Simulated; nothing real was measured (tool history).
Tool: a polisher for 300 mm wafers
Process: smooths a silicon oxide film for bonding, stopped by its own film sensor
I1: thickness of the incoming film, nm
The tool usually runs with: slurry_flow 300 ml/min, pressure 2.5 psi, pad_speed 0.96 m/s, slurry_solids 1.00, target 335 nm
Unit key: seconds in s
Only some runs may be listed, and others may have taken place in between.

Run 1, hour 0.0: usual settings; I1 427.7. Result: seconds 128.3 s.
Run 2, hour 58.6: usual settings; I1 431.4. Result: seconds 131.9 s.
Run 3, hour 104.4: usual settings; I1 429.5. Result: seconds 110.7 s.
Run 4, hour 211.0: usual settings but slurry_solids 1.15; I1 432.3. Result: seconds 114.7 s.
Run 5, hour 310.3: usual settings but slurry_solids 1.15; I1 425.4. Result: seconds 110.5 s.
Run 6, hour 356.3: usual settings; I1 427.3. Result: seconds 117.3 s.
Run 7, hour 401.9: usual settings; I1 433.1. Result: seconds 126.4 s.
Run 8, hour 456.2: usual settings; I1 431.2. Result: seconds 123.3 s.
Run 9, hour 505.8: usual settings; I1 431.1. Result: seconds 124.9 s.
Run 10, hour 596.2: usual settings; I1 430.7. Result: seconds 112.1 s.
Run 11, hour 635.3: usual settings but pressure 2.8 psi; I1 431.8. Result: seconds 107.5 s.
Run 12, hour 675.9: usual settings but pressure 2.8 psi; I1 424.0. Result: seconds 98.7 s.
Run 13, hour 782.0: usual settings but slurry_flow 265 ml/min; I1 434.0. Result: seconds 120.5 s.
Run 14, hour 866.7: usual settings but slurry_flow 265 ml/min; I1 432.6. Result: seconds 121.7 s.
Run 15, hour 941.5: usual settings but pressure 2.2 psi, slurry_solids 0.75; I1 435.3. Result: seconds 163.0 s.
Run 16, hour 981.2: usual settings; I1 432.2. Result: seconds 124.8 s.
Run 17, hour 1055.3: usual settings but slurry_solids 0.90, target 367 nm; I1 428.2. Result: seconds 73.3 s.
Run 18, hour 1130.3: usual settings but slurry_flow 250 ml/min; I1 424.7. Result: seconds 107.7 s.
Run 19, hour 1187.2: usual settings but pressure 2.9 psi; I1 431.0. Result: seconds 97.8 s.
Run 20, hour 1229.3: usual settings but pressure 3.1 psi, pad_speed 0.84 m/s, slurry_solids 0.90, target 309 nm; I1 426.9. Result: seconds 137.1 s.
Run 21, hour 1314.4: usual settings but slurry_flow 235 ml/min; I1 427.7. Result: seconds 119.3 s.
Run 22, hour 1387.2: usual settings but pressure 2.8 psi, slurry_solids 1.25; I1 428.0. Result: seconds 100.5 s.
Run 23, hour 1493.2: usual settings; I1 435.3. Result: seconds 136.7 s.
Run 24, hour 1562.1: usual settings; I1 430.5. Result: seconds 113.9 s.
Run 25, hour 1643.5: usual settings but slurry_solids 1.15; I1 425.9. Result: seconds 105.0 s.
Run 26, hour 1736.6: usual settings; I1 425.6. Result: seconds 115.2 s.
Run 27, hour 1781.3: usual settings but slurry_flow 255 ml/min, pressure 3.3 psi, pad_speed 1.24 m/s, target 307 nm; I1 427.0. Result: seconds 95.5 s.
Run 28, hour 1819.7: usual settings but slurry_flow 395 ml/min, pad_speed 1.04 m/s; I1 424.0. Result: seconds 107.2 s.
Run 29, hour 1903.6: usual settings but slurry_flow 225 ml/min, pressure 3.2 psi, slurry_solids 1.15, target 365 nm; I1 428.7. Result: seconds 61.7 s.
Run 30, hour 1996.5: usual settings but pressure 2.1 psi, pad_speed 0.70 m/s; I1 433.0. Result: seconds 205.3 s.
Run 31, hour 2055.6: usual settings but slurry_flow 365 ml/min, pressure 2.8 psi, slurry_solids 0.90; I1 429.3. Result: seconds 101.5 s.

Withheld: 16 entries from between the runs. Position of each, and hidden state at the listed run before versus the listed run after:
Runs 2 to 3: slurry blender recalibrated (hour 87.2)
  abrasive missing from the slurry, %: 40.5 -> 3.58
  measured less the result without the state, seconds: +19.5 -> +1.2 s
Runs 3 to 4: worn pad replaced by a new one (hour 164.3); head pressure recalibrated (hour 187.3)
  abrasive missing from the slurry, %: 3.58 -> 11.2
  measured less the result without the state, seconds: +1.2 -> +4.0 s
Runs 9 to 10: slurry nozzle cleaned (hour 538.6); slurry blender recalibrated (hour 584.9)
  abrasive missing from the slurry, %: 32.4 -> 2.19
  measured less the result without the state, seconds: +14.2 -> +0.8 s
Runs 10 to 11: head pressure recalibrated (hour 614.4)
  abrasive missing from the slurry, %: 2.19 -> 5
  measured less the result without the state, seconds: +0.8 -> +1.7 s
Runs 11 to 12: worn pad replaced by a new one (hour 675.2)
  abrasive missing from the slurry, %: 5 -> 7.92
  measured less the result without the state, seconds: +1.7 -> +2.5 s
Runs 16 to 17: slurry nozzle cleaned (hour 1054.3); slurry blender recalibrated (hour 1054.8)
  abrasive missing from the slurry, %: 29.8 -> 2.29
  measured less the result without the state, seconds: +12.9 -> +0.6 s
Runs 17 to 18: head pressure recalibrated (hour 1095.4)
  abrasive missing from the slurry, %: 2.29 -> 7.68
  measured less the result without the state, seconds: +0.6 -> +2.7 s
Runs 18 to 19: worn pad replaced by a new one (hour 1165.6)
  abrasive missing from the slurry, %: 7.68 -> 11.8
  measured less the result without the state, seconds: +2.7 -> +3.7 s
Runs 23 to 24: slurry blender recalibrated (hour 1548.6)
  abrasive missing from the slurry, %: 33.7 -> 8.63
  measured less the result without the state, seconds: +16.3 -> +3.1 s
Runs 24 to 25: slurry nozzle cleaned (hour 1563.3); head pressure recalibrated (hour 1603.3)
  abrasive missing from the slurry, %: 8.63 -> 14.5
  measured less the result without the state, seconds: +3.1 -> +4.7 s
Runs 25 to 26: worn pad replaced by a new one (hour 1670.1)
  abrasive missing from the slurry, %: 14.5 -> 21.2
  measured less the result without the state, seconds: +4.7 -> +8.2 s
Runs 30 to 31: slurry blender recalibrated (hour 2002.3)
  abrasive missing from the slurry, %: 39.8 -> 5.69
  measured less the result without the state, seconds: +29.7 -> +1.9 s
